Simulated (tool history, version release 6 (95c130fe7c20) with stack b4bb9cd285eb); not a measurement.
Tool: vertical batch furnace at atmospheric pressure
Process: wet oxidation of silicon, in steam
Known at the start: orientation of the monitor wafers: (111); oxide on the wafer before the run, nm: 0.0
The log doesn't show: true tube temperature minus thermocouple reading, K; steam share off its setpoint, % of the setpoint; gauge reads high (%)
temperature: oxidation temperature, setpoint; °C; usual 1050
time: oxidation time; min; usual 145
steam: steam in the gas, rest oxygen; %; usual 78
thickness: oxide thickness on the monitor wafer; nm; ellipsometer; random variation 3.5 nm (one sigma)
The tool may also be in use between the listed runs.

| run | hour | temperature | time | steam | wafers since the last listed run | hours since the last temperature calibration | hours since the steam generator was serviced | hours since the gauge calibration | read-back reference wafer on the same gauge, thickness | thickness |
|---|---|---|---|---|---|---|---|---|---|---|
| 1 | 0 | 1050 | 145 | 78 | 0 | 1360.2 | 3131.4 | 325.3 | 995.16 | 836.64 |
| 2 | 26 | 1050 | 145 | 78 | 386 | 1386.2 | 3157.4 | 351.3 | 994.55 | 840.62 |
| 3 | 93.2 | 1050 | 145 | 78 | 998 | 1453.4 | 3224.6 | 418.5 | 991.3 | 835.75 |
| 4 | 134.9 | 1050 | 145 | 78 | 619 | 1495.1 | 3266.3 | 460.2 | 987.51 | 827.97 |
| 5 | 181.7 | 1059 | 145 | 83 | 695 | 1541.9 | 3313.1 | 507 | 986.1 | 890.39 |
|  | 202.7 | gauge calibrated |
| 6 | 217.7 | 1059 | 145 | 83 | 534 | 1577.9 | 3349.1 | 15 | 1004.17 | 910.12 |
|  | 276.3 | steam generator serviced |
|  | 300.5 | thermocouples replaced and temperature profile calibrated |
| 7 | 301 | 1050 | 179.5 | 78 | 524 | 0.5 | 24.7 | 98.3 | 1001.71 | 949.66 |
| 8 | 322.7 | 1028 | 145 | 78 | 322 | 22.2 | 46.4 | 120 | 1001.42 | 771.5 |
| 9 | 362.6 | 1050 | 145 | 78 | 592 | 62.1 | 86.3 | 159.9 | 1002.5 | 842.21 |
| 10 | 409.4 | 1050 | 118 | 78 | 695 | 108.9 | 133.1 | 206.7 | 999.73 | 749.78 |
| 11 | 436.3 | 1073 | 145 | 71 | 399 | 135.8 | 160 | 233.6 | 999.53 | 865.95 |
| 12 | 495.1 | 1035 | 145 | 78 | 873 | 194.6 | 218.8 | 292.4 | 995.93 | 790.12 |
| 13 | 522.3 | 1026 | 145 | 78 | 403 | 221.8 | 246 | 319.6 | 994.92 | 767.51 |
| 14 | 554.7 | 1050 | 145 | 73 | 481 | 254.2 | 278.4 | 352 | 994.1 | 808.02 |

The same runs without the tool's hidden state, with the same run-to-run variation:
| run | thickness |
|---|---|
| 1 | 842.88 |
| 2 | 848 |
| 3 | 846.41 |
| 4 | 840.86 |
| 5 | 907.38 |
| 6 | 910.74 |
| 7 | 950.99 |
| 8 | 772.85 |
| 9 | 844.39 |
| 10 | 752.69 |
| 11 | 870.09 |
| 12 | 795.75 |
| 13 | 773.95 |
| 14 | 816.14 |
